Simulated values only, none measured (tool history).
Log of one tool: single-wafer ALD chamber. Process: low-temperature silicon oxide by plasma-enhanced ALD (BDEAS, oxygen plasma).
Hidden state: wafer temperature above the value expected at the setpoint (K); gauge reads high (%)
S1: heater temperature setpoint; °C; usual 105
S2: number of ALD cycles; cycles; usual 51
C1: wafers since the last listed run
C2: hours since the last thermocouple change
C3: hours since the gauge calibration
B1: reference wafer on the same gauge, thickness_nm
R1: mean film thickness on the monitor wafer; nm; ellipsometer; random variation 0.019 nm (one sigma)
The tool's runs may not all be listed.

{"run": 1, "day": 0.0, "S1": 105, "S2": 51, "C1": 0, "C2": 156.4, "C3": 659.1, "B1": 8.226, "R1": 7.559}
{"run": 2, "day": 1.175, "S1": 97, "S2": 44, "C1": 102, "C2": 184.6, "C3": 687.3, "B1": 8.235, "R1": 6.581}
{"run": 3, "day": 5.283, "S1": 105, "S2": 51, "C1": 358, "C2": 283.2, "C3": 785.9, "B1": 8.223, "R1": 7.516}
{"run": 4, "day": 6.692, "S1": 105, "S2": 51, "C1": 122, "C2": 317, "C3": 819.7, "B1": 8.237, "R1": 7.511}
{"run": 5, "day": 7.858, "S1": 105, "S2": 51, "C1": 101, "C2": 345, "C3": 847.7, "B1": 8.234, "R1": 7.566}
{"run": 6, "day": 8.971, "S1": 105, "S2": 51, "C1": 97, "C2": 371.7, "C3": 874.4, "B1": 8.23, "R1": 7.525}
{"run": 7, "day": 12.762, "S1": 97, "S2": 51, "C1": 330, "C2": 462.7, "C3": 965.4, "B1": 8.233, "R1": 7.699}
{"run": 8, "day": 13.392, "S1": 97, "S2": 51, "C1": 54, "C2": 477.8, "C3": 980.5, "B1": 8.236, "R1": 7.684}
{"run": 9, "day": 14.775, "S1": 105, "S2": 51, "C1": 120, "C2": 511, "C3": 1013.7, "B1": 8.229, "R1": 7.567}
{"run": 10, "day": 15.558, "S1": 105, "S2": 51, "C1": 68, "C2": 529.8, "C3": 1032.5, "B1": 8.233, "R1": 7.564}
{"run": 11, "day": 16.783, "S1": 105, "S2": 51, "C1": 106, "C2": 559.2, "C3": 1061.9, "B1": 8.233, "R1": 7.535}
{"run": 12, "day": 17.862, "S1": 105, "S2": 51, "C1": 94, "C2": 585.1, "C3": 1087.8, "B1": 8.231, "R1": 7.536}
{"run": 13, "day": 18.708, "S1": 105, "S2": 47, "C1": 73, "C2": 605.4, "C3": 1108.1, "B1": 8.237, "R1": 6.974}
{"run": 14, "day": 21.692, "S1": 105, "S2": 47, "C1": 260, "C2": 677, "C3": 1179.7, "B1": 8.225, "R1": 6.958}
{"run": 15, "day": 22.25, "S1": 105, "S2": 47, "C1": 48, "C2": 690.4, "C3": 1193.1, "B1": 8.234, "R1": 6.95}
{"run": 16, "day": 22.925, "S1": 105, "S2": 51, "C1": 58, "C2": 706.6, "C3": 1209.3, "B1": 8.228, "R1": 7.57}
{"day": 24.133, "done": "gauge calibrated"}
{"run": 17, "day": 24.375, "S1": 105, "S2": 51, "C1": 126, "C2": 741.4, "C3": 5.8, "B1": 8.227, "R1": 7.557}
{"run": 18, "day": 25.804, "S1": 105, "S2": 61, "C1": 124, "C2": 775.7, "C3": 40.1, "B1": 8.233, "R1": 9.036}
{"run": 19, "day": 26.371, "S1": 105, "S2": 51, "C1": 49, "C2": 789.3, "C3": 53.7, "B1": 8.222, "R1": 7.608}
{"run": 20, "day": 27.492, "S1": 92, "S2": 48, "C1": 97, "C2": 816.2, "C3": 80.6, "B1": 8.227, "R1": 7.4}
{"day": 28.017, "done": "thermocouple changed; heater temperature recalibrated"}
{"run": 21, "day": 28.329, "S1": 105, "S2": 51, "C1": 43, "C2": 7.5, "C3": 100.7, "B1": 8.238, "R1": 7.537}
{"run": 22, "day": 29.108, "S1": 119, "S2": 42, "C1": 67, "C2": 26.2, "C3": 119.4, "B1": 8.231, "R1": 6.069}
{"run": 23, "day": 29.783, "S1": 105, "S2": 51, "C1": 58, "C2": 42.4, "C3": 135.6, "B1": 8.224, "R1": 7.55}
{"run": 24, "day": 30.354, "S1": 105, "S2": 55, "C1": 49, "C2": 56.1, "C3": 149.3, "B1": 8.226, "R1": 8.123}
{"run": 25, "day": 30.938, "S1": 105, "S2": 51, "C1": 50, "C2": 70.1, "C3": 163.3, "B1": 8.233, "R1": 7.588}
{"run": 26, "day": 31.504, "S1": 119, "S2": 47, "C1": 49, "C2": 83.7, "C3": 176.9, "B1": 8.231, "R1": 6.797}
{"run": 27, "day": 32.717, "S1": 94, "S2": 44, "C1": 105, "C2": 112.8, "C3": 206, "B1": 8.225, "R1": 6.701}
{"run": 28, "day": 33.308, "S1": 105, "S2": 51, "C1": 51, "C2": 127, "C3": 220.2, "B1": 8.225, "R1": 7.569}
{"run": 29, "day": 34.638, "S1": 105, "S2": 51, "C1": 115, "C2": 158.9, "C3": 252.1, "B1": 8.226, "R1": 7.562}
{"run": 30, "day": 35.888, "S1": 100, "S2": 46, "C1": 109, "C2": 188.9, "C3": 282.1, "B1": 8.231, "R1": 6.849}
{"run": 31, "day": 37.25, "S1": 105, "S2": 44, "C1": 118, "C2": 221.6, "C3": 314.8, "B1": 8.236, "R1": 6.527}
{"run": 32, "day": 41.175, "S1": 110, "S2": 51, "C1": 342, "C2": 315.8, "C3": 409, "B1": 8.231, "R1": 7.474}
{"run": 33, "day": 42.3, "S1": 105, "S2": 51, "C1": 98, "C2": 342.8, "C3": 436, "B1": 8.225, "R1": 7.577}
{"run": 34, "day": 42.8, "S1": 117, "S2": 43, "C1": 43, "C2": 354.8, "C3": 448, "B1": 8.235, "R1": 6.255}
{"run": 35, "day": 43.921, "S1": 105, "S2": 51, "C1": 97, "C2": 381.7, "C3": 474.9, "B1": 8.229, "R1": 7.56}

4 ways to go on from here, each from the tool as it stands after run 35. What would each give?
{"run": "A", "day": 43.942, "S1": 105, "S2": 51, "C1": 1, "C2": 382.2, "C3": 475.4, "B1": "?", "R1": "?"}
{"run": "B", "day": 43.942, "S1": 119, "S2": 46, "C1": 1, "C2": 382.2, "C3": 475.4, "B1": "?", "R1": "?"}
{"run": "C", "day": 43.942, "S1": 99, "S2": 48, "C1": 1, "C2": 382.2, "C3": 475.4, "B1": "?", "R1": "?"}
{"run": "D", "day": 43.942, "S1": 98, "S2": 51, "C1": 1, "C2": 382.2, "C3": 475.4, "B1": "?", "R1": "?"}

run=A B1=8.229 R1=7.599
run=B B1=8.229 R1=6.701
run=C B1=8.229 R1=7.242
run=D B1=8.229 R1=7.719
Without the tool's hidden state the same runs would have given:
run=A R1=7.581
run=B R1=6.684
run=C R1=7.207
run=D R1=7.682

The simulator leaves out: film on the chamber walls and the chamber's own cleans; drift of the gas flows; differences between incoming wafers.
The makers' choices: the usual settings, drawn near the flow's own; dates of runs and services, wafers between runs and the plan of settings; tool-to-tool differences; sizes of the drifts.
